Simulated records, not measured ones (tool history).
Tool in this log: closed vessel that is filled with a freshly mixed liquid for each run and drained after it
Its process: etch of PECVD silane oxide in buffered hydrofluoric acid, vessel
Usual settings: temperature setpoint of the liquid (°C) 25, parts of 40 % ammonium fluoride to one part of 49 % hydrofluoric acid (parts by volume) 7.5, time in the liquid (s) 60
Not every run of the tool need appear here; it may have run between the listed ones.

run	hour	temperature setpoint of the liquid (°C)	parts of 40 % ammonium fluoride to one part of 49 % hydrofluoric acid (parts by volume)	time in the liquid (s)	wafers since the last listed run	hours since the thermometer was replaced	hours since the hydrofluoric acid flow meter was replaced	hours since the gauge calibration	read-back film thickness of the PECVD silane oxide reference wafer, read on the same gauge (nm)	thickness taken off the PECVD silane oxide on a monitor wafer (nm)
1	0	25	7.5	60	0	808.7	1392.4	82.6	100.02	155.5
2	34.8	28	7.5	60	3949	843.5	1427.2	117.4	99.96	182.85
3	56.5	25	7.5	60	2462	865.2	1448.9	139.1	100	154.74
4	91.2	25	7.5	60	3938	899.9	1483.6	173.8	99.99	155.64
5	111.6	25	7.5	60	2315	920.3	1504	194.2	100.02	155.36
6	146.9	25	5.5	60	4006	955.6	1539.3	229.5	100.01	207.51
7	168.4	25	5.5	60	2440	977.1	1560.8	251	99.94	207.13
8	188	25	5.5	60	2224	996.7	1580.4	270.6	99.93	207.77
# hour 212.6: hydrofluoric acid flow meter replaced
9	214.6	25	8.5	60	2905	1023.3	2	297.2	100.02	136.5
10	230.6	25	8.5	60	1816	1039.3	18	313.2	99.99	137.21
11	253.7	25	8.5	60	2621	1062.4	41.1	336.3	100	136.88
# hour 254.4: gauge calibrated
12	269.3	25	7.5	60	1770	1078	56.7	14.9	100	157.16
13	287.4	25	7.5	60	2054	1096.1	74.8	33	100	158.12
14	309	29.5	6	85	2451	1117.7	96.4	54.6	100.02	346.61
15	331	25	9.5	60	2497	1139.7	118.4	76.6	100.01	124.9
16	361	25	7.5	60	3405	1169.7	148.4	106.6	99.98	158.09
17	384.2	27.5	6	95	2633	1192.9	171.6	129.8	100.03	351.28
18	400.9	25	7.5	60	1895	1209.6	188.3	146.5	100.01	157.72
# hour 410.3: thermometer replaced
19	426.3	27.5	7.5	60	2769	16	213.7	171.9	100.02	172.36
20	440.4	25	9.5	60	1600	30.1	227.8	186	100.01	120.12

Expected results for the next run?
21	452.5	27.5	10.5	75	1373	42.2	239.9	198.1	?	?

read-back film thickness of the PECVD silane oxide reference wafer, read on the same gauge (nm): 100.01
thickness taken off the PECVD silane oxide on a monitor wafer (nm): 158.16
Without the tool's hidden state the same run would have given thickness taken off the PECVD silane oxide on a monitor wafer (nm) 157.32.
